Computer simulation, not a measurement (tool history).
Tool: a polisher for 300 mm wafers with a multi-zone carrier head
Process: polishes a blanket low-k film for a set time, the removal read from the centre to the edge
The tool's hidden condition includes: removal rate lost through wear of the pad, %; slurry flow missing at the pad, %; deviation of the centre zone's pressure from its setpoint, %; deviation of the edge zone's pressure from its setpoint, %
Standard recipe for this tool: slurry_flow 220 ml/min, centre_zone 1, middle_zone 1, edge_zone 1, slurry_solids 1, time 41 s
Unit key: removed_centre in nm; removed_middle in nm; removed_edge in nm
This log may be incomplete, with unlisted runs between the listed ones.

run,hour,slurry_flow,centre_zone,middle_zone,edge_zone,slurry_solids,time,wafers since the last listed run,wafers polished on this pad,hours since the slurry nozzle was cleaned,hours since the centre zone pressure was calibrated,hours since the edge zone pressure was calibrated,hours since the carrier head's membrane was replaced,"incoming thickness of the incoming film, nm",removed_centre,removed_middle,removed_edge
1,0,220,0.94,1,1.12,1.3,37,0,306,28.8,1083.9,1053.9,1393.4,658.4,14.8,16.7,17.5
2,13.6,220,1,0.95,1,1,41,127,434,42.4,1097.5,1067.5,1407,667.1,15.4,16.1,16.6
3,28.5,220,1,1,1,1,41,139,574,57.3,1112.4,1082.4,1421.9,672.1,15.6,17,16.7
# hour 35.6: centre zone pressure recalibrated
# hour 36.2: carrier head's membrane replaced by a new one
4,44.7,220,1,1,1.1,1,41,127,701,73.5,9.1,1098.6,8.5,665.8,16.7,16.4,17
5,64.4,220,1,0.94,1,1,53,184,886,93.2,28.8,1118.3,28.2,651.9,21.4,20.4,21.2
6,78.5,185,1,0.95,1,1,41,132,1018,107.3,42.9,1132.4,42.3,650.7,16,14.6,15.9
# hour 93: worn pad replaced by a new one
7,93.4,220,1,1.11,1,1,37,102,3,122.2,57.8,1147.3,57.2,667.1,15.1,16.8,14.7
8,109.8,220,1,1,1,1,41,153,157,138.6,74.2,1163.7,73.6,661.6,17.1,16.4,16.4
9,123.4,185,1.08,1,1,1,41,127,284,152.2,87.8,1177.3,87.2,670.3,17.1,16,15.7
10,133,220,1,1,0.88,1.2,41,89,374,161.8,97.4,1186.9,96.8,652.5,18.3,17.7,16.8
11,146,145,1,1,0.97,1,41,121,496,174.8,110.4,1199.9,109.8,650.6,13.8,13.8,14.2
12,152.4,220,1,1,1,1.3,55,59,556,181.2,116.8,1206.3,116.2,660.9,25.5,24.8,25
13,168.2,220,1.09,1,1,1,53,148,704,197,132.6,1222.1,132,671.9,23.9,21.4,21.4
# hour 174.6: edge zone pressure recalibrated
14,184.3,220,1,1,1,1,41,132,837,213.1,148.7,9.7,148.1,665.2,16.6,16.9,16.5
# hour 195.7: slurry nozzle cleaned
# hour 201.6: worn pad replaced by a new one
15,202,220,1,1,1,1,41,119,4,6.3,166.4,27.4,165.8,666.9,16.8,16.3,16.4
16,233.2,190,1,1,1,1,41,292,296,37.5,197.6,58.6,197,659.4,15.9,16.3,15.8

What does the tool deliver on the next run?
17,246.1,220,0.89,1,1,1,33,120,417,50.4,210.5,71.5,209.9,661.3,?,?,?

removed_centre: 12.1 nm
removed_middle: 13.4 nm
removed_edge: 13.5 nm
With no hidden state in the tool, this same run would have given removed_centre 12.2 nm, removed_middle 13.4 nm, removed_edge 13.5 nm.
